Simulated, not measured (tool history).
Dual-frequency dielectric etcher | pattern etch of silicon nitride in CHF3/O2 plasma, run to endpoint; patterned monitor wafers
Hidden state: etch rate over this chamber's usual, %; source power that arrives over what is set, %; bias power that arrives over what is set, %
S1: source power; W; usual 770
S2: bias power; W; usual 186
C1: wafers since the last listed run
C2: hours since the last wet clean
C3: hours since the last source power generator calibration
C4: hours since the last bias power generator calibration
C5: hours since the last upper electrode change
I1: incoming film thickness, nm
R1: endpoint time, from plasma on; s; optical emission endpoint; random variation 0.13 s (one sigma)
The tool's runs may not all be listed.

Run 1, hour 0: usual settings; C1 0; C2 233.8; C3 4610.5; C4 3864.2; C5 4541.9; I1 75.5. Result: R1 43.3 s.
Run 2, hour 6.9: usual settings; C1 78; C2 240.7; C3 4617.4; C4 3871.1; C5 4548.8; I1 75. Result: R1 43.2 s.
Run 3, hour 22.3: usual settings; C1 175; C2 256.1; C3 4632.8; C4 3886.5; C5 4564.2; I1 75.4. Result: R1 43.2 s.
Run 4, hour 40.1: usual settings but S1 660 W; C1 202; C2 273.9; C3 4650.6; C4 3904.3; C5 4582; I1 76.3. Result: R1 47.1 s.
Run 5, hour 54.1: usual settings but S1 820 W, S2 155 W; C1 159; C2 287.9; C3 4664.6; C4 3918.3; C5 4596; I1 75.3. Result: R1 43.9 s.
Run 6, hour 66.9: usual settings but S1 820 W, S2 155 W; C1 145; C2 300.7; C3 4677.4; C4 3931.1; C5 4608.8; I1 75.7. Result: R1 44 s.
Run 7, hour 84.4: usual settings; C1 199; C2 318.2; C3 4694.9; C4 3948.6; C5 4626.3; I1 75.6. Result: R1 43.1 s.
Run 8, hour 96.6: usual settings; C1 138; C2 330.4; C3 4707.1; C4 3960.8; C5 4638.5; I1 75.3. Result: R1 43.2 s.
Run 9, hour 106.7: usual settings; C1 114; C2 340.5; C3 4717.2; C4 3970.9; C5 4648.6; I1 76. Result: R1 43.3 s.
Run 10, hour 113.6: usual settings; C1 78; C2 347.4; C3 4724.1; C4 3977.8; C5 4655.5; I1 75.7. Result: R1 43.3 s.
Run 11, hour 120.8: usual settings; C1 81; C2 354.6; C3 4731.3; C4 3985; C5 4662.7; I1 76.6. Result: R1 43.8 s.
Run 12, hour 130.6: usual settings; C1 111; C2 364.4; C3 4741.1; C4 3994.8; C5 4672.5; I1 75.2. Result: R1 43 s.
Run 13, hour 138.5: usual settings but S2 195 W; C1 89; C2 372.3; C3 4749; C4 4002.7; C5 4680.4; I1 75. Result: R1 42.1 s.
Run 14, hour 144.6: usual settings but S1 850 W; C1 69; C2 378.4; C3 4755.1; C4 4008.8; C5 4686.5; I1 75.6. Result: R1 41.1 s.
Run 15, hour 154.4: usual settings but S1 700 W, S2 144 W; C1 111; C2 388.2; C3 4764.9; C4 4018.6; C5 4696.3; I1 76. Result: R1 48.4 s.
At hour 187.2: wet clean of the chamber.
Run 16, hour 187.7: usual settings; C1 105; C2 0.5; C3 4798.2; C4 4051.9; C5 4729.6; I1 76.2. Result: R1 44 s.
Run 17, hour 188.1: usual settings but S2 224 W; C1 4; C2 0.9; C3 4798.6; C4 4052.3; C5 4730; I1 76. Result: R1 41.5 s.
At hour 221.4: upper electrode replaced.
Run 18, hour 221.9: usual settings but S2 211 W; C1 111; C2 34.7; C3 4832.4; C4 4086.1; C5 0.5; I1 76.2. Result: R1 42.3 s.
Run 19, hour 250.1: usual settings; C1 320; C2 62.9; C3 4860.6; C4 4114.3; C5 28.7; I1 74.6. Result: R1 43 s.
Run 20, hour 262: usual settings; C1 135; C2 74.8; C3 4872.5; C4 4126.2; C5 40.6; I1 75.4. Result: R1 43.3 s.
Run 21, hour 275.5: usual settings; C1 153; C2 88.3; C3 4886; C4 4139.7; C5 54.1; I1 75. Result: R1 43.2 s.
Run 22, hour 284: usual settings but S2 174 W; C1 96; C2 96.8; C3 4894.5; C4 4148.2; C5 62.6; I1 75.3. Result: R1 44.4 s.
At hour 296.4: bias power generator calibrated.
Run 23, hour 297.7: usual settings but S1 580 W, S2 213 W; C1 110; C2 110.5; C3 4908.2; C4 1.3; C5 76.3; I1 75.2. Result: R1 48.4 s.
At hour 305.9: source power generator calibrated.
Run 24, hour 308.7: usual settings but S1 930 W, S2 226 W; C1 79; C2 121.5; C3 2.8; C4 12.3; C5 87.3; I1 74.8. Result: R1 37.1 s.
Run 25, hour 316.4: usual settings but S1 840 W, S2 158 W; C1 87; C2 129.2; C3 10.5; C4 20; C5 95; I1 76. Result: R1 43.7 s.
Run 26, hour 323.1: usual settings; C1 76; C2 135.9; C3 17.2; C4 26.7; C5 101.7; I1 75.2. Result: R1 43.2 s.
Run 27, hour 336.2: usual settings but S2 195 W; C1 149; C2 149; C3 30.3; C4 39.8; C5 114.8; I1 75.7. Result: R1 43.2 s.
Run 28, hour 344.9: usual settings but S1 680 W, S2 201 W; C1 98; C2 157.7; C3 39; C4 48.5; C5 123.5; I1 75.5. Result: R1 45.4 s.
Run 29, hour 352.7: usual settings; C1 88; C2 165.5; C3 46.8; C4 56.3; C5 131.3; I1 75.9. Result: R1 43.7 s.
Run 30, hour 369.6: usual settings but S1 670 W, S2 216 W; C1 192; C2 182.4; C3 63.7; C4 73.2; C5 148.2; I1 76. Result: R1 44.9 s.
Run 31, hour 378.3: usual settings but S1 640 W, S2 173 W; C1 98; C2 191.1; C3 72.4; C4 81.9; C5 156.9; I1 75.4. Result: R1 48.4 s.
Run 32, hour 384.8: usual settings but S1 890 W, S2 169 W; C1 73; C2 197.6; C3 78.9; C4 88.4; C5 163.4; I1 75.7. Result: R1 41.5 s.
Run 33, hour 401.8: usual settings but S1 960 W, S2 205 W; C1 193; C2 214.6; C3 95.9; C4 105.4; C5 180.4; I1 76.1. Result: R1 37.9 s.
Run 34, hour 416.5: usual settings but S1 830 W; C1 167; C2 229.3; C3 110.6; C4 120.1; C5 195.1; I1 75.5. Result: R1 41.9 s.

Some steps in R1 between neighbouring runs. How much of each would the tool show without its hidden state too (settings, what came in, random variation), and how much is left for the hidden state, with any gauge scatter that isn't in both results?
Run 3 -> 4: S1 770 -> 660. R1 +3.9 s: hidden state -0.1, all else +4.
Run 8 -> 9: no setting changed, nothing entered. R1 +0.1 s: hidden state -0.1, all else +0.2.
Run 14 -> 15: S1 850 -> 700, S2 186 -> 144. R1 +7.3 s: hidden state -0.1, all else +7.4.
Run 15 -> 16: S1 700 -> 770, S2 144 -> 186, wet clean of the chamber. R1 -4.4 s: hidden state +0.7, all else -5.1.
Run 23 -> 24: S1 580 -> 930, S2 213 -> 226, source power generator calibrated. R1 -11.3 s: hidden state +0, all else -11.3.
Run 31 -> 32: S1 640 -> 890, S2 173 -> 169. R1 -6.9 s: hidden state +0, all else -6.9.
